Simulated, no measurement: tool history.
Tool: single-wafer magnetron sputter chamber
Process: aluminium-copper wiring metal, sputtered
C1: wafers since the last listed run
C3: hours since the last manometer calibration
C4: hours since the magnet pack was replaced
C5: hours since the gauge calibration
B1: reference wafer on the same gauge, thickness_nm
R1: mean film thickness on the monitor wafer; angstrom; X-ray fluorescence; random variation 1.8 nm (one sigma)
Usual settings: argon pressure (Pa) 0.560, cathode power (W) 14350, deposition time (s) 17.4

run 1 day=0.000 | argon_pressure_(Pa)=0.560 cathode_power_(W)=14350 deposition_time_(s)=19.1 | C1=0 wafers_on_the_sputter_target=4029 C3=1464.3 C4=3791.3 C5=319.0 | B1=376.130 | R1=4246.31
run 2 day=1.792 | argon_pressure_(Pa)=0.560 cathode_power_(W)=14350 deposition_time_(s)=17.4 | C1=740 wafers_on_the_sputter_target=4770 C3=1507.3 C4=3834.3 C5=362.0 | B1=376.371 | R1=3881.35
run 3 day=3.442 | argon_pressure_(Pa)=0.560 cathode_power_(W)=14350 deposition_time_(s)=17.4 | C1=682 wafers_on_the_sputter_target=5452 C3=1546.9 C4=3873.9 C5=401.6 | B1=376.215 | R1=3876.71
run 4 day=5.971 | argon_pressure_(Pa)=0.660 cathode_power_(W)=13100 deposition_time_(s)=17.4 | C1=1045 wafers_on_the_sputter_target=6498 C3=1607.6 C4=3934.6 C5=462.3 | B1=375.449 | R1=3389.89
run 5 day=10.267 | argon_pressure_(Pa)=0.660 cathode_power_(W)=13100 deposition_time_(s)=17.4 | C1=1776 wafers_on_the_sputter_target=8274 C3=1710.7 C4=4037.7 C5=565.4 | B1=375.490 | R1=3370.09
-- day=11.175 capacitance manometer re-zeroed and calibrated
-- day=11.308 sputter target and shields replaced
run 6 day=12.883 | argon_pressure_(Pa)=0.560 cathode_power_(W)=14350 deposition_time_(s)=17.4 | C1=887 wafers_on_the_sputter_target=650 C3=41.0 C4=4100.5 C5=628.2 | B1=375.259 | R1=3910.86
run 7 day=15.642 | argon_pressure_(Pa)=0.399 cathode_power_(W)=14350 deposition_time_(s)=17.4 | C1=1140 wafers_on_the_sputter_target=1791 C3=107.2 C4=4166.7 C5=694.4 | B1=375.592 | R1=4482.35
run 8 day=18.254 | argon_pressure_(Pa)=0.399 cathode_power_(W)=14350 deposition_time_(s)=17.4 | C1=1080 wafers_on_the_sputter_target=2871 C3=169.9 C4=4229.4 C5=757.1 | B1=376.503 | R1=4426.87
run 9 day=20.817 | argon_pressure_(Pa)=0.560 cathode_power_(W)=14350 deposition_time_(s)=17.4 | C1=1059 wafers_on_the_sputter_target=3930 C3=231.4 C4=4290.9 C5=818.6 | B1=376.329 | R1=3916.34
run 10 day=23.667 | argon_pressure_(Pa)=0.560 cathode_power_(W)=14350 deposition_time_(s)=17.4 | C1=1178 wafers_on_the_sputter_target=5109 C3=299.8 C4=4359.3 C5=887.0 | B1=375.834 | R1=3876.51
run 11 day=27.879 | argon_pressure_(Pa)=0.560 cathode_power_(W)=14350 deposition_time_(s)=17.4 | C1=1741 wafers_on_the_sputter_target=6850 C3=400.9 C4=4460.4 C5=988.1 | B1=375.743 | R1=3864.12
-- day=28.300 sputter target and shields replaced
run 12 day=31.675 | argon_pressure_(Pa)=0.560 cathode_power_(W)=14350 deposition_time_(s)=17.4 | C1=1431 wafers_on_the_sputter_target=1395 C3=492.0 C4=4551.5 C5=1079.2 | B1=375.686 | R1=3713.67
run 13 day=33.671 | argon_pressure_(Pa)=0.560 cathode_power_(W)=14350 deposition_time_(s)=17.4 | C1=825 wafers_on_the_sputter_target=2221 C3=539.9 C4=4599.4 C5=1127.1 | B1=375.554 | R1=3683.19
run 14 day=36.058 | argon_pressure_(Pa)=0.560 cathode_power_(W)=14350 deposition_time_(s)=17.4 | C1=987 wafers_on_the_sputter_target=3208 C3=597.2 C4=4656.7 C5=1184.4 | B1=375.957 | R1=3712.81
run 15 day=37.850 | argon_pressure_(Pa)=0.560 cathode_power_(W)=14350 deposition_time_(s)=17.4 | C1=740 wafers_on_the_sputter_target=3949 C3=640.2 C4=4699.7 C5=1227.4 | B1=375.211 | R1=3706.08
run 16 day=41.983 | argon_pressure_(Pa)=0.726 cathode_power_(W)=14350 deposition_time_(s)=17.4 | C1=1708 wafers_on_the_sputter_target=5658 C3=739.4 C4=4798.9 C5=1326.6 | B1=375.476 | R1=3220.30
-- day=46.746 sputter target and shields replaced, repeated, since the last time left the tool worse
run 17 day=47.938 | argon_pressure_(Pa)=0.726 cathode_power_(W)=14350 deposition_time_(s)=17.4 | C1=2324 wafers_on_the_sputter_target=492 C3=882.3 C4=4941.8 C5=1469.5 | B1=375.379 | R1=3478.40
run 18 day=51.579 | argon_pressure_(Pa)=0.493 cathode_power_(W)=11600 deposition_time_(s)=17.4 | C1=1505 wafers_on_the_sputter_target=1998 C3=969.7 C4=5029.2 C5=1556.9 | B1=376.566 | R1=3624.24
run 19 day=55.021 | argon_pressure_(Pa)=0.560 cathode_power_(W)=14350 deposition_time_(s)=15.1 | C1=1423 wafers_on_the_sputter_target=3421 C3=1052.3 C4=5111.8 C5=1639.5 | B1=376.263 | R1=3364.74
run 20 day=56.721 | argon_pressure_(Pa)=0.373 cathode_power_(W)=14350 deposition_time_(s)=17.4 | C1=702 wafers_on_the_sputter_target=4124 C3=1093.1 C4=5152.6 C5=1680.3 | B1=375.045 | R1=4480.25
run 21 day=60.929 | argon_pressure_(Pa)=0.425 cathode_power_(W)=13300 deposition_time_(s)=20.7 | C1=1739 wafers_on_the_sputter_target=5864 C3=1194.1 C4=5253.6 C5=1781.3 | B1=376.360 | R1=4888.92
-- day=62.300 magnet pack replaced
run 22 day=63.842 | argon_pressure_(Pa)=0.560 cathode_power_(W)=14350 deposition_time_(s)=17.4 | C1=1066 wafers_on_the_sputter_target=6930 C3=1264.0 C4=37.0 C5=1851.2 | B1=376.557 | R1=3833.42
-- day=66.808 sputter target and shields replaced
run 23 day=66.821 | argon_pressure_(Pa)=0.691 cathode_power_(W)=14350 deposition_time_(s)=17.4 | C1=1093 wafers_on_the_sputter_target=5 C3=1335.5 C4=108.5 C5=1922.7 | B1=376.404 | R1=3578.40
run 24 day=70.617 | argon_pressure_(Pa)=0.560 cathode_power_(W)=12900 deposition_time_(s)=19.1 | C1=1569 wafers_on_the_sputter_target=1575 C3=1426.6 C4=199.6 C5=2013.8 | B1=375.238 | R1=3963.83
run 25 day=74.075 | argon_pressure_(Pa)=0.560 cathode_power_(W)=14350 deposition_time_(s)=17.4 | C1=1429 wafers_on_the_sputter_target=3005 C3=1509.6 C4=282.6 C5=2096.8 | B1=376.287 | R1=3889.68
run 26 day=76.479 | argon_pressure_(Pa)=0.640 cathode_power_(W)=17150 deposition_time_(s)=15.1 | C1=994 wafers_on_the_sputter_target=3999 C3=1567.3 C4=340.3 C5=2154.5 | B1=376.475 | R1=3578.23
-- day=76.850 capacitance manometer re-zeroed and calibrated
-- day=77.550 gauge calibrated
run 27 day=78.596 | argon_pressure_(Pa)=0.714 cathode_power_(W)=14350 deposition_time_(s)=17.4 | C1=737 wafers_on_the_sputter_target=4736 C3=41.9 C4=391.1 C5=25.1 | B1=376.031 | R1=3407.87
run 28 day=80.521 | argon_pressure_(Pa)=0.560 cathode_power_(W)=14350 deposition_time_(s)=17.4 | C1=795 wafers_on_the_sputter_target=5532 C3=88.1 C4=437.3 C5=71.3 | B1=376.296 | R1=3874.11
run 29 day=82.892 | argon_pressure_(Pa)=0.672 cathode_power_(W)=14350 deposition_time_(s)=17.4 | C1=980 wafers_on_the_sputter_target=6512 C3=145.0 C4=494.2 C5=128.2 | B1=374.989 | R1=3545.37
-- day=85.488 sputter target and shields replaced
run 30 day=87.333 | argon_pressure_(Pa)=0.560 cathode_power_(W)=16600 deposition_time_(s)=17.4 | C1=1698 wafers_on_the_sputter_target=763 C3=251.6 C4=600.8 C5=234.8 | B1=376.741 | R1=4319.03
run 31 day=90.008 | argon_pressure_(Pa)=0.560 cathode_power_(W)=14350 deposition_time_(s)=17.4 | C1=1106 wafers_on_the_sputter_target=1869 C3=315.8 C4=665.0 C5=299.0 | B1=375.504 | R1=3928.20
run 32 day=93.904 | argon_pressure_(Pa)=0.560 cathode_power_(W)=14350 deposition_time_(s)=17.4 | C1=1610 wafers_on_the_sputter_target=3480 C3=409.3 C4=758.5 C5=392.5 | B1=375.523 | R1=3852.58
run 33 day=97.471 | argon_pressure_(Pa)=0.560 cathode_power_(W)=14350 deposition_time_(s)=17.4 | C1=1474 wafers_on_the_sputter_target=4955 C3=494.9 C4=844.1 C5=478.1 | B1=375.639 | R1=3881.70
run 34 day=99.862 | argon_pressure_(Pa)=0.378 cathode_power_(W)=12100 deposition_time_(s)=16.3 | C1=988 wafers_on_the_sputter_target=5944 C3=552.3 C4=901.5 C5=535.5 | B1=375.876 | R1=3794.57

3 ways to go on from here, each from the tool as it stands after run 34. What would each give?
run A day=99.879 | argon_pressure_(Pa)=0.560 cathode_power_(W)=11400 deposition_time_(s)=17.4 | C1=6 wafers_on_the_sputter_target=5950 C3=552.7 C4=901.9 C5=535.9 | B1=? | R1=?
run B day=99.879 | argon_pressure_(Pa)=0.560 cathode_power_(W)=11450 deposition_time_(s)=18.8 | C1=6 wafers_on_the_sputter_target=5950 C3=552.7 C4=901.9 C5=535.9 | B1=? | R1=?
run C day=99.879 | argon_pressure_(Pa)=0.455 cathode_power_(W)=11550 deposition_time_(s)=15.0 | C1=6 wafers_on_the_sputter_target=5950 C3=552.7 C4=901.9 C5=535.9 | B1=? | R1=?

run=A B1=376.092 R1=3358.88
run=B B1=376.092 R1=3638.53
run=C B1=376.092 R1=3175.24
Without the tool's hidden state the same runs would have given:
run=A R1=3475.90
run=B R1=3765.30
run=C R1=3285.86
